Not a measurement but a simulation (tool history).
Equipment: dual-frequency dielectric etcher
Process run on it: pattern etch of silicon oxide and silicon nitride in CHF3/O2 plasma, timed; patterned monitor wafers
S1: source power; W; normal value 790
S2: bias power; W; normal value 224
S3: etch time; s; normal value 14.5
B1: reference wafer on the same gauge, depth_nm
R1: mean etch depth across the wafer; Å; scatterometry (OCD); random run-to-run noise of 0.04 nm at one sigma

Run 1, day 0: usual settings but S1 700 W, S2 252 W; B1 23.6. Result: R1 262.6 Å.
Run 2, day 1.471: usual settings but S1 700 W, S2 252 W; B1 23.58. Result: R1 262.1 Å.
Run 3, day 2.296: usual settings but S1 700 W, S2 252 W; B1 23.61. Result: R1 262.3 Å.
At day 3.288: gauge calibrated.
Run 4, day 3.458: usual settings; B1 23.59. Result: R1 261.1 Å.
At day 4.892: wet clean of the chamber.
Run 5, day 4.912: usual settings; B1 23.6. Result: R1 265 Å.
At day 5.704: source power generator calibrated.
Run 6, day 6.188: usual settings; B1 23.62. Result: R1 264.1 Å.
At day 7.429: upper electrode replaced.
Run 7, day 7.625: usual settings but S2 260 W; B1 23.59. Result: R1 281.8 Å.
Run 8, day 8.85: usual settings but S2 252 W, S3 10.5 s; B1 23.6. Result: R1 201.2 Å.
At day 9.267: bias power generator calibrated.
Run 9, day 9.35: usual settings; B1 23.6. Result: R1 264.6 Å.
Run 10, day 10.246: usual settings but S2 185 W, S3 18 s; B1 23.61. Result: R1 300.5 Å.
Run 11, day 12.175: usual settings; B1 23.6. Result: R1 262.6 Å.
At day 12.6: gauge calibrated.
Run 12, day 12.688: usual settings but S1 860 W, S2 204 W, S3 19 s; B1 23.6. Result: R1 342.2 Å.
Run 13, day 13.625: usual settings but S3 11 s; B1 23.59. Result: R1 199.4 Å.
Run 14, day 14.55: usual settings but S1 920 W, S3 11.5 s; B1 23.6. Result: R1 221.5 Å.
Run 15, day 15.833: usual settings but S2 239 W, S3 16.5 s; B1 23.6. Result: R1 307.7 Å.

Below are 4 alternative next runs, each starting from the tool's condition after run 15. Predict each:
Run A, day 15.85: usual settings; B1 ?. Result: R1 ?.
Run B, day 15.85: usual settings but S1 690 W; B1 ?. Result: R1 ?.
Run C, day 15.85: usual settings but S1 970 W, S2 198 W, S3 17.5 s; B1 ?. Result: R1 ?.
Run D, day 15.85: usual settings but S2 209 W, S3 10.5 s; B1 ?. Result: R1 ?.

run    B1     R1
  A  23.6  262.1
  B  23.6  248.4
  C  23.6  325.2
  D  23.6  184.1
The same runs, with their run-to-run variation unchanged, on a tool lacking any hidden condition would have given:
run     R1
  A  264.2
  B  250.4
  C  327.8
  D  185.5
